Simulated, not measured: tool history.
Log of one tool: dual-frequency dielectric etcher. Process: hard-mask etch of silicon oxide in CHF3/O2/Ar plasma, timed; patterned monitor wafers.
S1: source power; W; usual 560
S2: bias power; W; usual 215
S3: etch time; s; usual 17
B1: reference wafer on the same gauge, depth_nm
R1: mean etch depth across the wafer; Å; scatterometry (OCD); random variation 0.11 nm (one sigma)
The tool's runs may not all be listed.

| run | hour | S1 | S2 | S3 | B1 | R1 |
|---|---|---|---|---|---|---|
| 1 | 0 | 560 | 215 | 17 | 32.59 | 318.1 |
|  | 114.6 | wet clean of the chamber |
| 2 | 115.1 | 560 | 215 | 17 | 32.6 | 319.8 |
| 3 | 153.2 | 560 | 215 | 17 | 32.58 | 322.2 |
| 4 | 202 | 640 | 244 | 17 | 32.63 | 351.4 |
| 5 | 272.8 | 560 | 215 | 17 | 32.55 | 321.6 |
| 6 | 337.7 | 560 | 215 | 17 | 32.65 | 318.5 |
| 7 | 432.2 | 560 | 215 | 17 | 32.63 | 319.4 |
| 8 | 472.4 | 630 | 215 | 14.5 | 32.59 | 280.8 |
|  | 592.5 | bias power generator calibrated |
|  | 659.5 | wet clean of the chamber |
|  | 665.6 | gauge calibrated |
| 9 | 697.6 | 560 | 215 | 19 | 32.58 | 367 |
|  | 780.8 | source power generator calibrated |
|  | 799.4 | upper electrode replaced |
| 10 | 799.9 | 560 | 215 | 17 | 32.61 | 327.9 |
| 11 | 868.8 | 510 | 215 | 14 | 32.61 | 259.8 |
|  | 936.9 | wet clean of the chamber, repeated, since the last time left the tool worse |
| 12 | 938.4 | 560 | 233 | 13.5 | 32.57 | 262.8 |
| 13 | 991.9 | 560 | 215 | 17 | 32.56 | 322 |
| 14 | 1073.9 | 620 | 195 | 13.5 | 32.57 | 251.1 |
| 15 | 1135.5 | 450 | 182 | 12.5 | 32.59 | 204.8 |

Measured less the same run without the tool's hidden state. The same run-to-run variation is in both; the gauge's scatter may not be:
The hidden state here: etch rate over this chamber's usual, %; source power that arrives over what is set, %; bias power that arrives over what is set, %; gauge reads high (%).
| run | R1 |
|---|---|
| 1 | -3.7 |
| 2 | +0.5 |
| 3 | +0.2 |
| 4 | -0.4 |
| 5 | -1.2 |
| 6 | -1.9 |
| 7 | -3 |
| 8 | -3.1 |
| 9 | +9.2 |
| 10 | +7.1 |
| 11 | +5 |
| 12 | -0.3 |
| 13 | -1 |
| 14 | -1.5 |
| 15 | -1.7 |
